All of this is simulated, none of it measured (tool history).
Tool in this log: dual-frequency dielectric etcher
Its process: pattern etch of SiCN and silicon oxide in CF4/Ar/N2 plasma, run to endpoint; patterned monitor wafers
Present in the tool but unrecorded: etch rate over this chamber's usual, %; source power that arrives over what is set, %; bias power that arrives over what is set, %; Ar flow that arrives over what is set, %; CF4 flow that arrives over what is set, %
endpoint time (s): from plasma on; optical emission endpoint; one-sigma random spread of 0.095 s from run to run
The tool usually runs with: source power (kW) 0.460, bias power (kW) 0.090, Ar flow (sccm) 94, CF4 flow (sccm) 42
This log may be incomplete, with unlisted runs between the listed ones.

| run | hour | source power (kW) | bias power (kW) | Ar flow (sccm) | CF4 flow (sccm) | wafers since the last listed run | hours since the last wet clean | hours since the last source power generator calibration | hours since the last bias power generator calibration | hours since the last Ar flow controller change | hours since the last CF4 flow controller change | hours since the last upper electrode change | incoming incoming film thickness, nm | endpoint time (s) |
|---|---|---|---|---|---|---|---|---|---|---|---|---|---|---|
| 1 | 0.0 | 0.460 | 0.090 | 94 | 42 | 0 | 249.4 | 1808.4 | 29.9 | 1810.2 | 2928.8 | 77.5 | 15.70 | 16.7 |
| 2 | 28.4 | 0.460 | 0.090 | 94 | 42 | 266 | 277.8 | 1836.8 | 58.3 | 1838.6 | 2957.2 | 105.9 | 15.52 | 16.5 |
| 3 | 87.8 | 0.460 | 0.090 | 94 | 42 | 557 | 337.2 | 1896.2 | 117.7 | 1898.0 | 3016.6 | 165.3 | 15.56 | 16.3 |
| 4 | 132.2 | 0.410 | 0.090 | 85 | 35 | 416 | 381.6 | 1940.6 | 162.1 | 1942.4 | 3061.0 | 209.7 | 15.38 | 17.7 |
| 5 | 176.5 | 0.460 | 0.090 | 94 | 42 | 415 | 425.9 | 1984.9 | 206.4 | 1986.7 | 3105.3 | 254.0 | 15.35 | 15.9 |
|  | 250.6 | wet clean of the chamber |
| 6 | 251.1 | 0.410 | 0.080 | 108 | 38 | 474 | 0.5 | 2059.5 | 281.0 | 2061.3 | 3179.9 | 328.6 | 15.46 | 19.6 |
| 7 | 409.2 | 0.460 | 0.068 | 104 | 42 | 1484 | 158.6 | 2217.6 | 439.1 | 2219.4 | 3338.0 | 486.7 | 15.59 | 18.6 |
|  | 553.8 | CF4 flow controller replaced |
| 8 | 609.8 | 0.460 | 0.090 | 94 | 42 | 1826 | 359.2 | 2418.2 | 639.7 | 2420.0 | 56.0 | 687.3 | 15.72 | 16.4 |
|  | 637.1 | Ar flow controller replaced |
| 9 | 681.5 | 0.460 | 0.090 | 94 | 42 | 616 | 430.9 | 2489.9 | 711.4 | 44.4 | 127.7 | 759.0 | 15.49 | 16.2 |
|  | 704.0 | source power generator calibrated |
| 10 | 714.2 | 0.580 | 0.102 | 106 | 52 | 269 | 463.6 | 10.2 | 744.1 | 77.1 | 160.4 | 791.7 | 15.56 | 13.2 |
| 11 | 748.9 | 0.460 | 0.090 | 70 | 38 | 325 | 498.3 | 44.9 | 778.8 | 111.8 | 195.1 | 826.4 | 15.40 | 15.7 |
| 12 | 810.3 | 0.570 | 0.090 | 94 | 49 | 576 | 559.7 | 106.3 | 840.2 | 173.2 | 256.5 | 887.8 | 15.44 | 13.5 |
| 13 | 855.2 | 0.460 | 0.090 | 94 | 39 | 421 | 604.6 | 151.2 | 885.1 | 218.1 | 301.4 | 932.7 | 15.53 | 16.3 |
|  | 909.8 | wet clean of the chamber |
| 14 | 910.3 | 0.460 | 0.090 | 94 | 42 | 291 | 0.5 | 206.3 | 940.2 | 273.2 | 356.5 | 987.8 | 15.55 | 16.9 |
| 15 | 946.5 | 0.460 | 0.090 | 94 | 42 | 339 | 36.7 | 242.5 | 976.4 | 309.4 | 392.7 | 1024.0 | 15.56 | 16.9 |
| 16 | 981.1 | 0.460 | 0.105 | 94 | 37 | 324 | 71.3 | 277.1 | 1011.0 | 344.0 | 427.3 | 1058.6 | 15.59 | 16.5 |
| 17 | 1032.8 | 0.460 | 0.090 | 103 | 46 | 485 | 123.0 | 328.8 | 1062.7 | 395.7 | 479.0 | 1110.3 | 15.67 | 16.7 |
| 18 | 1095.2 | 0.520 | 0.109 | 94 | 42 | 585 | 185.4 | 391.2 | 1125.1 | 458.1 | 541.4 | 1172.7 | 15.57 | 14.4 |
| 19 | 1132.6 | 0.460 | 0.090 | 94 | 42 | 351 | 222.8 | 428.6 | 1162.5 | 495.5 | 578.8 | 1210.1 | 15.59 | 16.5 |
| 20 | 1189.7 | 0.460 | 0.097 | 94 | 42 | 535 | 279.9 | 485.7 | 1219.6 | 552.6 | 635.9 | 1267.2 | 15.68 | 16.3 |
| 21 | 1236.8 | 0.460 | 0.090 | 81 | 35 | 442 | 327.0 | 532.8 | 1266.7 | 599.7 | 683.0 | 1314.3 | 15.57 | 16.9 |
| 22 | 1276.2 | 0.460 | 0.090 | 117 | 42 | 369 | 366.4 | 572.2 | 1306.1 | 639.1 | 722.4 | 1353.7 | 15.38 | 16.5 |
| 23 | 1337.4 | 0.510 | 0.090 | 80 | 42 | 574 | 427.6 | 633.4 | 1367.3 | 700.3 | 783.6 | 1414.9 | 15.48 | 14.7 |
| 24 | 1374.6 | 0.460 | 0.090 | 94 | 42 | 349 | 464.8 | 670.6 | 1404.5 | 737.5 | 820.8 | 1452.1 | 15.53 | 16.1 |
| 25 | 1411.1 | 0.460 | 0.075 | 102 | 42 | 342 | 501.3 | 707.1 | 1441.0 | 774.0 | 857.3 | 1488.6 | 15.57 | 17.4 |

What was the tool's hidden state at every run in the log?
source power that arrives over what is set, %: 0 on each run
bias power that arrives over what is set, %: 0 on each run
Ar flow that arrives over what is set, %: 0 on each run
CF4 flow that arrives over what is set, %: 0 on each run
H1: etch rate over this chamber's usual, %
| run | H1 |
|---|---|
| 1 | 2.21 |
| 2 | 2.47 |
| 3 | 3.01 |
| 4 | 3.41 |
| 5 | 3.82 |
| 6 | -0.397 |
| 7 | 1.04 |
| 8 | 2.87 |
| 9 | 3.53 |
| 10 | 3.83 |
| 11 | 4.14 |
| 12 | 4.7 |
| 13 | 5.11 |
| 14 | -0.0847 |
| 15 | 0.245 |
| 16 | 0.561 |
| 17 | 1.03 |
| 18 | 1.6 |
| 19 | 1.94 |
| 20 | 2.46 |
| 21 | 2.89 |
| 22 | 3.25 |
| 23 | 3.81 |
| 24 | 4.15 |
| 25 | 4.48 |
